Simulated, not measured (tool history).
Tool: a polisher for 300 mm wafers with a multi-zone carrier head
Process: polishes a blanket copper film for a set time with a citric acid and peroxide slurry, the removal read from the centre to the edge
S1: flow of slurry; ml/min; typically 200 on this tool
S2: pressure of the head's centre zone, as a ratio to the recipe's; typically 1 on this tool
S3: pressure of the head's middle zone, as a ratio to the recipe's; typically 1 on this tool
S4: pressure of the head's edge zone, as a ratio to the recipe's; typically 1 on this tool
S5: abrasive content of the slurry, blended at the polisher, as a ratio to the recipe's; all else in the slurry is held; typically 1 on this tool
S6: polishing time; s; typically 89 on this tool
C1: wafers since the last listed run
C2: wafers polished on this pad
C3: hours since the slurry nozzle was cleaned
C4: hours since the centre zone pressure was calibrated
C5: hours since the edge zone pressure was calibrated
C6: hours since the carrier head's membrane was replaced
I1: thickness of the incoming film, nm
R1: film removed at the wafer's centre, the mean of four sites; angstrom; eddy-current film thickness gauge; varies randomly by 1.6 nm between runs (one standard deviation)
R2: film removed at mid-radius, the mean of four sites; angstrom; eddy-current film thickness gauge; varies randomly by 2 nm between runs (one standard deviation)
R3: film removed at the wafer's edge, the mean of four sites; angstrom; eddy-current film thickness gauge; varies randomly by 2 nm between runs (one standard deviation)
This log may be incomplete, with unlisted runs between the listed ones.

run 1 day=0 | S1=200 S2=1 S3=1 S4=1 S5=1 S6=89 | C1=0 C2=2330 C3=442.1 C4=872.8 C5=271 C6=548.1 | I1=1064.2 | R1=1380 R2=1418 R3=1393
-- day=1.6 worn pad replaced by a new one
run 2 day=2.671 | S1=200 S2=1 S3=1 S4=1 S5=1 S6=89 | C1=295 C2=126 C3=506.2 C4=936.9 C5=335.1 C6=612.2 | I1=1076.4 | R1=1503 R2=1476 R3=1491
run 3 day=4.792 | S1=155 S2=0.92 S3=1 S4=1 S5=1 S6=89 | C1=250 C2=377 C3=557.1 C4=987.8 C5=386 C6=663.1 | I1=1073.8 | R1=1341 R2=1450 R3=1467
run 4 day=6.55 | S1=200 S2=0.89 S3=1 S4=0.96 S5=0.9 S6=89 | C1=207 C2=584 C3=599.3 C4=1030 C5=428.2 C6=705.3 | I1=1080 | R1=1371 R2=1436 R3=1425
run 5 day=8.792 | S1=200 S2=1 S3=0.95 S4=1 S5=1 S6=64 | C1=264 C2=849 C3=653.1 C4=1083.8 C5=482 C6=759.1 | I1=1083.5 | R1=1066 R2=1011 R3=1049
run 6 day=11.533 | S1=235 S2=0.96 S3=1 S4=1.11 S5=1 S6=89 | C1=324 C2=1173 C3=718.9 C4=1149.6 C5=547.8 C6=824.9 | I1=1059.1 | R1=1451 R2=1489 R3=1531
run 7 day=13.712 | S1=140 S2=1 S3=1 S4=1 S5=1 S6=89 | C1=257 C2=1431 C3=771.2 C4=1201.9 C5=600.1 C6=877.2 | I1=1062.8 | R1=1398 R2=1379 R3=1420
run 8 day=15.158 | S1=150 S2=0.92 S3=1 S4=1 S5=1 S6=72 | C1=170 C2=1602 C3=805.9 C4=1236.6 C5=634.8 C6=911.9 | I1=1084.7 | R1=1065 R2=1145 R3=1112
run 9 day=17.554 | S1=200 S2=1 S3=1 S4=1 S5=1 S6=89 | C1=283 C2=1885 C3=863.4 C4=1294.1 C5=692.3 C6=969.4 | I1=1071.9 | R1=1428 R2=1445 R3=1432
-- day=17.767 centre zone pressure recalibrated
-- day=18.325 slurry nozzle cleaned
run 10 day=19.65 | S1=155 S2=1 S3=1 S4=1 S5=1 S6=118 | C1=232 C2=2118 C3=31.8 C4=45.2 C5=742.6 C6=1019.7 | I1=1078.1 | R1=1816 R2=1835 R3=1823
-- day=21.096 worn pad replaced by a new one
run 11 day=21.254 | S1=200 S2=1 S3=1 S4=1.08 S5=1.15 S6=89 | C1=169 C2=18 C3=70.3 C4=83.7 C5=781.1 C6=1058.2 | I1=1094.6 | R1=1484 R2=1533 R3=1529
run 12 day=23.962 | S1=135 S2=1 S3=1 S4=1 S5=0.85 S6=60 | C1=320 C2=338 C3=135.3 C4=148.7 C5=846.1 C6=1123.2 | I1=1088.3 | R1=928 R2=933 R3=955
run 13 day=25.138 | S1=200 S2=0.88 S3=1 S4=1 S5=1 S6=89 | C1=138 C2=477 C3=163.5 C4=176.9 C5=874.3 C6=1151.4 | I1=1064.1 | R1=1371 R2=1466 R3=1504
run 14 day=27.062 | S1=200 S2=1 S3=1 S4=1 S5=1 S6=89 | C1=227 C2=705 C3=209.7 C4=223.1 C5=920.5 C6=1197.6 | I1=1068.7 | R1=1456 R2=1513 R3=1475
run 15 day=28.071 | S1=255 S2=1 S3=1 S4=1 S5=1.3 S6=62 | C1=119 C2=824 C3=233.9 C4=247.3 C5=944.7 C6=1221.8 | I1=1082.5 | R1=1106 R2=1091 R3=1097
run 16 day=30.542 | S1=200 S2=1 S3=1 S4=1 S5=1 S6=89 | C1=292 C2=1116 C3=293.2 C4=306.6 C5=1004 C6=1281.1 | I1=1081.3 | R1=1453 R2=1461 R3=1448
run 17 day=32.117 | S1=200 S2=1 S3=1 S4=1 S5=1 S6=65 | C1=186 C2=1302 C3=331 C4=344.4 C5=1041.8 C6=1318.9 | I1=1085.7 | R1=1070 R2=1044 R3=1073
run 18 day=33.396 | S1=260 S2=1.05 S3=1 S4=0.9 S5=1 S6=77 | C1=151 C2=1453 C3=361.7 C4=375.1 C5=1072.5 C6=1349.6 | I1=1074.4 | R1=1312 R2=1295 R3=1238
run 19 day=34.712 | S1=200 S2=1 S3=0.96 S4=0.89 S5=1.1 S6=89 | C1=155 C2=1609 C3=393.3 C4=406.7 C5=1104.1 C6=1381.2 | I1=1075.4 | R1=1456 R2=1394 R3=1355
-- day=34.821 edge zone pressure recalibrated
run 20 day=36.558 | S1=180 S2=1 S3=1 S4=1 S5=1 S6=78 | C1=208 C2=1817 C3=437.6 C4=451 C5=41.7 C6=1425.5 | I1=1089.2 | R1=1227 R2=1208 R3=1226
-- day=37.692 carrier head's membrane replaced by a new one
run 21 day=37.742 | S1=200 S2=0.89 S3=0.95 S4=1 S5=0.85 S6=102 | C1=115 C2=1932 C3=466 C4=479.4 C5=70.1 C6=1.2 | I1=1075.6 | R1=1442 R2=1528 R3=1573
-- day=37.967 worn pad replaced by a new one
run 22 day=40.083 | S1=200 S2=1 S3=1 S4=1 S5=1 S6=111 | C1=257 C2=250 C3=522.2 C4=535.6 C5=126.3 C6=57.4 | I1=1079 | R1=1865 R2=1840 R3=1839

3 options for the next run, each taken on its own from the tool as it stands now. Forecast them:
run A day=40.104 | S1=135 S2=1 S3=1 S4=1 S5=1 S6=89 | C1=2 C2=252 C3=522.7 C4=536.1 C5=126.8 C6=57.9 | I1=1061.4 | R1=? R2=? R3=?
run B day=40.104 | S1=240 S2=0.94 S3=0.95 S4=1 S5=0.8 S6=89 | C1=2 C2=252 C3=522.7 C4=536.1 C5=126.8 C6=57.9 | I1=1061.4 | R1=? R2=? R3=?
run C day=40.104 | S1=200 S2=1 S3=1 S4=1.07 S5=1 S6=89 | C1=2 C2=252 C3=522.7 C4=536.1 C5=126.8 C6=57.9 | I1=1061.4 | R1=? R2=? R3=?

run=A R1=1388 R2=1399 R3=1411
run=B R1=1405 R2=1406 R3=1452
run=C R1=1478 R2=1479 R3=1519
Stripped of hidden state, with their random variation kept, the same runs would have yielded:
run=A R1=1404 R2=1414 R3=1427
run=B R1=1420 R2=1422 R3=1468
run=C R1=1495 R2=1495 R3=1536
